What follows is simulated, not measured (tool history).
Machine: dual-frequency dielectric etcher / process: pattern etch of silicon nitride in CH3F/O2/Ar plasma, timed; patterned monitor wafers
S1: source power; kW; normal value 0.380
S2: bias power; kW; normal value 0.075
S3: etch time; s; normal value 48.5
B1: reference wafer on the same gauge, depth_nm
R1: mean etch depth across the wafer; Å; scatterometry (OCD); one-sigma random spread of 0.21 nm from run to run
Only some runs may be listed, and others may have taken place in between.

run 1 hour=0.0 | S1=0.380 S2=0.075 S3=48.5 | B1=32.19 | R1=311.2
-- hour=55.6 gauge calibrated
run 2 hour=58.1 | S1=0.380 S2=0.075 S3=48.5 | B1=32.19 | R1=307.3
run 3 hour=122.0 | S1=0.380 S2=0.075 S3=48.5 | B1=32.13 | R1=310.4
-- hour=160.7 wet clean of the chamber
run 4 hour=212.4 | S1=0.380 S2=0.075 S3=48.5 | B1=32.21 | R1=313.0
run 5 hour=277.7 | S1=0.450 S2=0.062 S3=48.5 | B1=32.11 | R1=311.2
run 6 hour=325.1 | S1=0.450 S2=0.062 S3=48.5 | B1=32.22 | R1=316.3
run 7 hour=379.5 | S1=0.380 S2=0.075 S3=48.5 | B1=32.22 | R1=310.0
run 8 hour=425.1 | S1=0.440 S2=0.075 S3=48.5 | B1=32.20 | R1=331.1
-- hour=455.6 bias power generator calibrated
run 9 hour=527.5 | S1=0.440 S2=0.075 S3=48.5 | B1=32.13 | R1=324.7
-- hour=559.6 wet clean of the chamber
run 10 hour=572.3 | S1=0.450 S2=0.075 S3=48.5 | B1=32.22 | R1=319.3
run 11 hour=638.5 | S1=0.380 S2=0.075 S3=57.0 | B1=32.22 | R1=352.3
run 12 hour=744.5 | S1=0.380 S2=0.075 S3=57.0 | B1=32.21 | R1=352.0
-- hour=765.2 gauge calibrated
run 13 hour=798.5 | S1=0.290 S2=0.068 S3=40.5 | B1=32.22 | R1=216.0
run 14 hour=841.0 | S1=0.380 S2=0.068 S3=52.5 | B1=32.15 | R1=309.9

Run 15 has not been measured yet. What should we expect?
-- hour=867.5 upper electrode replaced
-- hour=901.6 wet clean of the chamber, repeated, since the last time left the tool worse
run 15 hour=959.1 | S1=0.310 S2=0.075 S3=35.5 | B1=? | R1=?

{"run 15": {"B1": 32.2, "R1": 215.3}}
Had the tool carried no hidden state, the very same run would have given R1 216.9 Å.
